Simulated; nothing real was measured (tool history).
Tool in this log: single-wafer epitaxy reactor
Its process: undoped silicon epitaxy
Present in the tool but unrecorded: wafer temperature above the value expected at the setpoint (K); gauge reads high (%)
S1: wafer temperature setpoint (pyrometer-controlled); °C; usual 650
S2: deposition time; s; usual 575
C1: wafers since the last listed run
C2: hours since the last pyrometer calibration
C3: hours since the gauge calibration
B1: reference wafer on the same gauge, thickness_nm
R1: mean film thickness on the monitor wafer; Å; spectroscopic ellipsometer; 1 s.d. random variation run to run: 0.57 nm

run    hour   S1   S2   C1      C2     C3      B1       R1
  1       0  650  575    0   512.4  458.1  90.452   1067.6
  2    18.6  650  575   42     531  476.7  90.597  1060.42
  3      33  650  575   32   545.4  491.1  90.728  1065.89
  4    52.9  650  658   45   565.3    511  90.686  1224.49
  5    71.6  650  529   42     584  529.7  90.513   989.53
  6    84.5  650  529   29   596.9  542.6  90.742   981.67
  7   112.9  640  575   64   625.3    571  90.477   840.07
  8   203.8  640  575  207   716.2  661.9  90.499   842.11
  9   226.8  640  575   52   739.2  684.9  90.766   844.86
 10   261.8  650  575   79   774.2  719.9  90.635  1066.66
 11   295.3  650  575   76   807.7  753.4  90.497  1069.33
 12   324.2  650  575   65   836.6  782.3  90.664  1078.95
 13   410.6  650  575  196     923  868.7  90.602  1082.36
 14   422.8  656  643   27   935.2  880.9  90.375   1382.7
      441.2  -- gauge calibrated
 15   455.3  656  643   74   967.7   14.1  90.244  1396.01
 16   474.8  650  575   44   987.2   33.6  90.451  1091.75
 17   508.4  650  575   76  1020.8   67.2  90.414  1089.17
 18   533.9  641  482   58  1046.3   92.7  90.786   724.44
 19     568  644  508   77  1080.4  126.8  90.643   832.45
 20   600.8  650  501   74  1113.2  159.6  90.326   948.97
 21   614.3  650  575   30  1126.7  173.1    90.4  1089.07
      645.5  -- pyrometer calibrated
 22     646  650  575   53     0.5  204.8  90.415   987.91
 23   674.7  645  655   65    29.2  233.5  90.299  1011.97
 24   710.5  650  575   81      65  269.3  90.687   990.16
 25   732.4  645  575   49    86.9  291.2  90.425    888.5
 26   758.3  650  575   58   112.8  317.1  90.351  1005.53
 27   794.8  654  610   83   149.3  353.6  90.547  1174.89
 28   815.6  650  575   47   170.1  374.4  90.505  1004.24
 29     842  663  575   60   196.5  400.8  90.596  1370.89
 30   869.7  657  575   63   224.2  428.5  90.433   1206.2
 31   892.1  650  521   51   246.6  450.9  90.544   938.17
 32   909.3  650  575   39   263.8  468.1  90.584  1019.73
 33   944.3  661  471   79   298.8  503.1  90.622  1095.42
 34  1001.8  650  575  130   356.3  560.6  90.501  1040.26

Below are 4 alternative next runs, each starting from the tool's condition after run 34. Predict each:
  A  1002.4  650  575   1  356.9  561.2   ?   ?
  B  1002.4  658  634   1  356.9  561.2   ?   ?
  C  1002.4  638  659   1  356.9  561.2   ?   ?
  D  1002.4  641  525   1  356.9  561.2   ?   ?

run      B1       R1
  A  90.434  1046.39
  B  90.434  1390.26
  C  90.434   900.63
  D  90.434   771.33
Stripped of hidden state, with their random variation kept, the same runs would have yielded:
run       R1
  A   995.66
  B  1324.08
  C   855.74
  D   733.16
